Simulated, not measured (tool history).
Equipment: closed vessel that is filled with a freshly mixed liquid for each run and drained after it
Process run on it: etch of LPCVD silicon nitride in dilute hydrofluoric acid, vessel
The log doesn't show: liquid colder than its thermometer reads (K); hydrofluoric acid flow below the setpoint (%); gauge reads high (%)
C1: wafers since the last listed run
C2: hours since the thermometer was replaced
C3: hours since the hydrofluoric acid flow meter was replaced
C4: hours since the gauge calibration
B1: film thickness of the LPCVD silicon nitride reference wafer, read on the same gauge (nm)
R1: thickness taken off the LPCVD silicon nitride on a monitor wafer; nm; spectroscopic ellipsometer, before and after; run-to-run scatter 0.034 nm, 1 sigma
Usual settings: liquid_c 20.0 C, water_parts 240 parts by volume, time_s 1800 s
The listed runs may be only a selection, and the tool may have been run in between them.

Run 1, day 0.000: usual settings; C1 0; C2 2210.1; C3 1506.7; C4 960.1; B1 50.011. Result: R1 2.586 nm.
Run 2, day 3.638: usual settings; C1 3705; C2 2297.4; C3 1594.0; C4 1047.4; B1 49.988. Result: R1 2.585 nm.
Run 3, day 15.900: usual settings; C1 12491; C2 2591.7; C3 1888.3; C4 1341.7; B1 50.007. Result: R1 2.507 nm.
Run 4, day 19.875: usual settings; C1 4049; C2 2687.1; C3 1983.7; C4 1437.1; B1 49.985. Result: R1 2.509 nm.
At day 21.000: gauge calibrated.
Run 5, day 23.833: usual settings; C1 4032; C2 2782.1; C3 2078.7; C4 68.0; B1 50.014. Result: R1 2.468 nm.
Run 6, day 27.671: usual settings; C1 3909; C2 2874.2; C3 2170.8; C4 160.1; B1 49.984. Result: R1 2.510 nm.
Run 7, day 30.558: usual settings; C1 2941; C2 2943.5; C3 2240.1; C4 229.4; B1 49.994. Result: R1 2.464 nm.
At day 31.079: thermometer replaced.
At day 31.512: hydrofluoric acid flow meter replaced.
Run 8, day 33.692: usual settings but liquid_c 18.5 C, water_parts 295 parts by volume, time_s 760 s; C1 3106; C2 62.7; C3 52.3; C4 304.6; B1 49.997. Result: R1 0.920 nm.
Run 9, day 37.288: usual settings but time_s 2445 s; C1 3662; C2 149.0; C3 138.6; C4 390.9; B1 50.008. Result: R1 3.963 nm.
Run 10, day 47.742: usual settings but water_parts 200 parts by volume, time_s 720 s; C1 10649; C2 399.9; C3 389.5; C4 641.8; B1 49.997. Result: R1 1.369 nm.
Run 11, day 51.058: usual settings but water_parts 200 parts by volume, time_s 2330 s; C1 3378; C2 479.5; C3 469.1; C4 721.4; B1 50.003. Result: R1 4.414 nm.
Run 12, day 53.154: usual settings but water_parts 135 parts by volume, time_s 885 s; C1 2134; C2 529.8; C3 519.4; C4 771.7; B1 50.007. Result: R1 2.445 nm.
Run 13, day 57.467: usual settings but liquid_c 21.5 C; C1 4392; C2 633.3; C3 622.9; C4 875.2; B1 50.009. Result: R1 3.087 nm.
Run 14, day 59.162: usual settings but water_parts 180 parts by volume, time_s 2130 s; C1 1727; C2 674.0; C3 663.6; C4 915.9; B1 50.003. Result: R1 4.483 nm.
Run 15, day 62.979: usual settings; C1 3887; C2 765.6; C3 755.2; C4 1007.5; B1 49.992. Result: R1 2.795 nm.

3 options for the next run, each taken on its own from the tool as it stands now. Forecast them:
Run A, day 63.029: usual settings but time_s 2625 s; C1 50; C2 766.8; C3 756.4; C4 1008.7; B1 ?. Result: R1 ?.
Run B, day 63.029: usual settings but liquid_c 25.0 C, time_s 745 s; C1 50; C2 766.8; C3 756.4; C4 1008.7; B1 ?. Result: R1 ?.
Run C, day 63.029: usual settings but water_parts 185 parts by volume, time_s 2275 s; C1 50; C2 766.8; C3 756.4; C4 1008.7; B1 ?. Result: R1 ?.

run      B1     R1
  A  50.011  4.094
  B  50.011  1.595
  C  50.011  4.565
Without the tool's hidden state the same runs would have given:
run     R1
  A  4.324
  B  1.683
  C  4.825

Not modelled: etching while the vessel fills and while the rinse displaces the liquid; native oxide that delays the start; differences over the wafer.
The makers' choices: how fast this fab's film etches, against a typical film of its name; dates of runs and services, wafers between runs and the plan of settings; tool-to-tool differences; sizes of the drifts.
